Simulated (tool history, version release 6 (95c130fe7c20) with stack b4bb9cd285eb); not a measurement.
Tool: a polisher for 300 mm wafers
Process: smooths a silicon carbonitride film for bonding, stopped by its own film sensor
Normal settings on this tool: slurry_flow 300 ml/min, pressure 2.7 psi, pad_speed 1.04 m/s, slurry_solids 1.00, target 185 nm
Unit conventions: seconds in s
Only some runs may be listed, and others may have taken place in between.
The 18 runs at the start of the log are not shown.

run	hour	slurry_flow	pressure	pad_speed	slurry_solids	target	incoming thickness of the incoming film, nm	seconds
# hour 458.6: head pressure recalibrated
19	463.6	245	2.3	1.04	1.00	199	228.3	77.1
20	478.4	335	3.2	0.80	0.85	185	228.0	104.2
21	513.2	300	3.5	0.80	1.25	185	231.2	83.8
# hour 516.0: slurry blender recalibrated
22	525.4	300	2.7	1.14	0.80	185	230.3	111.3
23	545.6	300	2.3	1.04	1.00	185	234.2	131.5
24	570.4	300	2.7	1.04	1.00	185	233.7	110.1
25	598.2	300	1.9	1.04	1.15	185	230.8	135.6
26	631.2	300	1.9	1.04	0.70	175	232.9	227.2
# hour 663.9: worn pad replaced by a new one
27	665.3	300	2.3	1.04	0.75	179	227.7	156.7
28	694.6	300	1.9	1.04	1.20	185	227.0	119.9
29	720.1	300	2.2	1.22	0.75	197	231.8	104.6
30	733.7	300	2.7	1.04	1.00	185	230.7	102.4

Each row is a separate what-if for the run after 30, all from the same tool condition, not one after another. Results?
A	734.2	300	2.7	1.04	1.00	199	230.0	?
B	734.2	300	2.7	1.04	0.80	185	230.0	?
C	734.2	300	2.7	0.70	1.00	185	230.0	?
D	734.2	300	2.7	1.04	1.10	200	230.0	?

run	seconds
A	70.4
B	116.3
C	125.7
D	64.9
What these runs would have given with no unlogged condition in the tool:
run	seconds
A	71.3
B	117.8
C	127.4
D	65.8
